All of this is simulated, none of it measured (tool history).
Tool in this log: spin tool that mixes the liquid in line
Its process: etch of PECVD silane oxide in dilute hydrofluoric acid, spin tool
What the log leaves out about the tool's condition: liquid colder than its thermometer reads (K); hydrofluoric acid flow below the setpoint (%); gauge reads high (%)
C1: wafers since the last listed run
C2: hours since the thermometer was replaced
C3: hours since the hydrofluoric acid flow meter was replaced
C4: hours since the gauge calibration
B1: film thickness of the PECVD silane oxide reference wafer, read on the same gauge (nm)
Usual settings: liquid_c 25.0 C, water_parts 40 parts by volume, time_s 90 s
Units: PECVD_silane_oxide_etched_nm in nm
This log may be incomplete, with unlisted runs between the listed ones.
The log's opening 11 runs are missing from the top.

run 12 day=6.117 | liquid_c=25.0 water_parts=40 time_s=90 | C1=99 C2=923.4 C3=37.7 C4=12.9 | B1=50.00 | PECVD_silane_oxide_etched_nm=51.65
run 13 day=6.833 | liquid_c=25.0 water_parts=40 time_s=90 | C1=144 C2=940.6 C3=54.9 C4=30.1 | B1=50.03 | PECVD_silane_oxide_etched_nm=51.85
run 14 day=7.483 | liquid_c=25.0 water_parts=40 time_s=145 | C1=131 C2=956.2 C3=70.5 C4=45.7 | B1=50.02 | PECVD_silane_oxide_etched_nm=81.68
run 15 day=8.017 | liquid_c=29.5 water_parts=40 time_s=90 | C1=107 C2=969.0 C3=83.3 C4=58.5 | B1=50.02 | PECVD_silane_oxide_etched_nm=60.77
run 16 day=8.638 | liquid_c=28.0 water_parts=40 time_s=90 | C1=125 C2=983.9 C3=98.2 C4=73.4 | B1=50.00 | PECVD_silane_oxide_etched_nm=57.54
run 17 day=9.242 | liquid_c=20.5 water_parts=30 time_s=50 | C1=121 C2=998.4 C3=112.7 C4=87.9 | B1=49.99 | PECVD_silane_oxide_etched_nm=31.87
run 18 day=9.975 | liquid_c=25.0 water_parts=50 time_s=90 | C1=147 C2=1016.0 C3=130.3 C4=105.5 | B1=50.01 | PECVD_silane_oxide_etched_nm=40.36
run 19 day=10.429 | liquid_c=27.0 water_parts=40 time_s=105 | C1=91 C2=1026.9 C3=141.2 C4=116.4 | B1=49.98 | PECVD_silane_oxide_etched_nm=64.31
run 20 day=10.750 | liquid_c=25.0 water_parts=40 time_s=90 | C1=64 C2=1034.6 C3=148.9 C4=124.1 | B1=50.00 | PECVD_silane_oxide_etched_nm=51.42
run 21 day=11.046 | liquid_c=23.0 water_parts=20 time_s=50 | C1=59 C2=1041.7 C3=156.0 C4=131.2 | B1=50.00 | PECVD_silane_oxide_etched_nm=54.02
run 22 day=11.738 | liquid_c=28.0 water_parts=25 time_s=135 | C1=139 C2=1058.3 C3=172.6 C4=147.8 | B1=50.01 | PECVD_silane_oxide_etched_nm=139.47
run 23 day=12.346 | liquid_c=25.0 water_parts=40 time_s=90 | C1=122 C2=1072.9 C3=187.2 C4=162.4 | B1=50.03 | PECVD_silane_oxide_etched_nm=50.46
-- day=13.071 thermometer replaced
run 24 day=13.533 | liquid_c=28.5 water_parts=50 time_s=90 | C1=231 C2=11.1 C3=215.7 C4=190.9 | B1=49.99 | PECVD_silane_oxide_etched_nm=45.28
run 25 day=14.446 | liquid_c=25.0 water_parts=25 time_s=90 | C1=183 C2=33.0 C3=237.6 C4=212.8 | B1=50.00 | PECVD_silane_oxide_etched_nm=82.23
run 26 day=14.867 | liquid_c=23.5 water_parts=50 time_s=90 | C1=84 C2=43.1 C3=247.7 C4=222.9 | B1=50.01 | PECVD_silane_oxide_etched_nm=37.30
run 27 day=15.371 | liquid_c=25.0 water_parts=40 time_s=90 | C1=101 C2=55.2 C3=259.8 C4=235.0 | B1=49.98 | PECVD_silane_oxide_etched_nm=49.76
run 28 day=16.021 | liquid_c=27.5 water_parts=55 time_s=130 | C1=131 C2=70.8 C3=275.4 C4=250.6 | B1=50.01 | PECVD_silane_oxide_etched_nm=57.06
run 29 day=16.562 | liquid_c=25.0 water_parts=55 time_s=90 | C1=109 C2=83.8 C3=288.4 C4=263.6 | B1=49.99 | PECVD_silane_oxide_etched_nm=34.83
run 30 day=18.075 | liquid_c=21.0 water_parts=40 time_s=110 | C1=304 C2=120.1 C3=324.7 C4=299.9 | B1=50.00 | PECVD_silane_oxide_etched_nm=50.75
run 31 day=18.708 | liquid_c=30.0 water_parts=25 time_s=45 | C1=127 C2=135.3 C3=339.9 C4=315.1 | B1=50.01 | PECVD_silane_oxide_etched_nm=50.18
run 32 day=19.238 | liquid_c=25.0 water_parts=40 time_s=90 | C1=106 C2=148.0 C3=352.6 C4=327.8 | B1=50.01 | PECVD_silane_oxide_etched_nm=50.92

Below are 5 alternative next runs, each starting from the tool's condition after run 32. Predict each:
run A day=19.254 | liquid_c=25.0 water_parts=40 time_s=90 | C1=3 C2=148.4 C3=353.0 C4=328.2 | B1=? | PECVD_silane_oxide_etched_nm=?
run B day=19.254 | liquid_c=21.0 water_parts=30 time_s=90 | C1=3 C2=148.4 C3=353.0 C4=328.2 | B1=? | PECVD_silane_oxide_etched_nm=?
run C day=19.254 | liquid_c=27.0 water_parts=40 time_s=90 | C1=3 C2=148.4 C3=353.0 C4=328.2 | B1=? | PECVD_silane_oxide_etched_nm=?
run D day=19.254 | liquid_c=25.0 water_parts=60 time_s=90 | C1=3 C2=148.4 C3=353.0 C4=328.2 | B1=? | PECVD_silane_oxide_etched_nm=?
run E day=19.254 | liquid_c=21.5 water_parts=40 time_s=40 | C1=3 C2=148.4 C3=353.0 C4=328.2 | B1=? | PECVD_silane_oxide_etched_nm=?

run=A B1=49.99 PECVD_silane_oxide_etched_nm=50.26
run=B B1=49.99 PECVD_silane_oxide_etched_nm=57.45
run=C B1=49.99 PECVD_silane_oxide_etched_nm=54.53
run=D B1=49.99 PECVD_silane_oxide_etched_nm=32.58
run=E B1=49.99 PECVD_silane_oxide_etched_nm=19.31
Without the tool's unlogged condition, the same runs would have read:
run=A PECVD_silane_oxide_etched_nm=52.40
run=B PECVD_silane_oxide_etched_nm=59.84
run=C PECVD_silane_oxide_etched_nm=56.86
run=D PECVD_silane_oxide_etched_nm=33.99
run=E PECVD_silane_oxide_etched_nm=20.12
